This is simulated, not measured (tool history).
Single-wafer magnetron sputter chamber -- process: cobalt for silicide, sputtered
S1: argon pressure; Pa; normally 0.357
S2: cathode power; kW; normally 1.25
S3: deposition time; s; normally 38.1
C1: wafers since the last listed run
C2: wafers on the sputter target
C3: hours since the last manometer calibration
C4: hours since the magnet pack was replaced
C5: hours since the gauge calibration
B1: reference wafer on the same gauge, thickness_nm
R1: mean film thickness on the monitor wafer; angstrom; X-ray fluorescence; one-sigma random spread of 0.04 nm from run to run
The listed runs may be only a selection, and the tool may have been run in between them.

run	day	S1	S2	S3	C1	C2	C3	C4	C5	B1	R1
1	0	0.357	1.05	32.7	0	1538	859.4	10915.9	345.6	24.805	197.93
2	1.308	0.357	1.05	32.7	591	2129	890.8	10947.3	377	24.797	198.32
3	2.175	0.357	1.25	35.7	391	2521	911.6	10968.1	397.8	24.799	248.44
4	3.388	0.357	1.25	35.7	548	3069	940.7	10997.2	426.9	24.786	247.3
5	4.262	0.357	1.25	38.1	395	3465	961.7	11018.2	447.9	24.805	263.17
6	5.092	0.357	1.25	38.1	374	3839	981.6	11038.1	467.8	24.802	263.22
# day 5.746: magnet pack replaced
7	6.342	0.357	1.45	38.1	414	4254	1011.6	14.3	497.8	24.801	296.69
# day 7.208: capacitance manometer re-zeroed and calibrated
# day 7.342: sputter target and shields replaced
8	7.362	0.357	1.45	38.1	251	10	3.7	38.8	522.3	24.804	297.59
9	7.742	0.452	1.25	38.1	171	181	12.8	47.9	531.4	24.797	255.22
# day 7.842: gauge calibrated
10	8.812	0.452	1.25	38.1	484	665	38.5	73.6	23.3	24.8	255.12
11	9.8	0.357	1.45	38.1	446	1111	62.2	97.3	47	24.799	297.08
12	11.012	0.357	1.55	40.1	548	1659	91.3	126.4	76.1	24.801	329.94
13	12.121	0.357	0.95	44	500	2160	117.9	153	102.7	24.81	244.16
14	13.067	0.357	1.25	35.7	427	2588	140.6	175.7	125.4	24.801	245.14
15	14.171	0.406	1.35	34.4	499	3087	167.1	202.2	151.9	24.806	247.48
16	14.833	0.357	1.25	38.1	299	3387	183	218.1	167.8	24.798	261.91
# day 16.1: sputter target and shields replaced
17	16.121	0.47	1.55	30.7	431	8	213.9	249	198.7	24.799	246.23
18	16.862	0.437	1.35	38.1	335	343	231.7	266.8	216.5	24.785	275.43
19	17.388	0.318	1.15	38.1	237	581	244.3	279.4	229.1	24.801	251.23
20	17.921	0.463	1.55	33.4	241	822	257.1	292.2	241.9	24.799	268.02

Hidden state, per run?
gauge reads high (%): 0, the same for each run
H1: deposition rate above that of a new target (%)
H2: true argon pressure above the setpoint (%)
run	H1	H2
1	-0.62	-7.16
2	-0.82	-7.62
3	-0.988	-7.93
4	-1.27	-8.36
5	-1.51	-8.67
6	-1.76	-8.96
7	-2.19	-9.41
8	-0.518	1.23
9	-0.521	1.09
10	-0.559	0.714
11	-0.632	0.364
12	-0.772	-0.0669
13	-0.948	-0.46
14	-1.14	-0.796
15	-1.4	-1.19
16	-1.57	-1.42
17	-0.0671	-1.88
18	-0.078	-2.14
19	-0.0982	-2.33
20	-0.129	-2.52
